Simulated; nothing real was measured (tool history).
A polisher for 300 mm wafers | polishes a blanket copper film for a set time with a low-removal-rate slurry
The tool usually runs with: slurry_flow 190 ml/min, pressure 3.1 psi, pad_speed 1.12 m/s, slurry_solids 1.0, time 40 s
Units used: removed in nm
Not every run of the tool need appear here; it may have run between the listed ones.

run,day,slurry_flow,pressure,pad_speed,slurry_solids,time,"incoming thickness of the incoming film, nm",removed
1,0.000,190,3.1,1.12,1.2,40,1479.2,151.4
2,0.433,190,3.1,1.12,1.2,40,1461.4,150.7
3,0.992,190,2.4,1.12,1.0,40,1478.1,113.9
4,1.625,190,2.4,1.12,1.0,40,1492.5,114.0
5,1.908,190,3.1,1.12,1.0,40,1465.2,145.7
6,2.454,190,3.1,1.12,1.0,40,1484.6,141.0
7,3.621,190,3.1,1.12,1.0,40,1460.1,140.6
# day 5.529: slurry nozzle cleaned
8,5.683,190,3.1,1.34,1.0,36,1474.8,142.5
9,6.004,190,3.1,1.34,1.0,36,1485.4,142.7
10,6.283,190,3.1,1.12,1.0,40,1464.4,133.8
11,7.029,190,3.1,1.12,1.0,40,1460.0,130.9
# day 7.508: worn pad replaced by a new one
12,7.758,160,3.1,1.12,1.0,40,1456.6,137.8
# day 7.954: head pressure recalibrated
13,8.083,190,3.1,1.12,1.0,40,1460.7,147.9
14,8.579,190,2.8,1.12,1.0,30,1473.3,99.3
15,8.958,190,3.1,1.12,1.0,40,1498.6,146.8

For run 16, what comes out?
16,9.312,135,4.0,1.50,1.0,49,1477.1,?

Run 16 came out at removed 283.0 nm.
Without the tool's hidden state the same run would have given removed 288.5 nm.
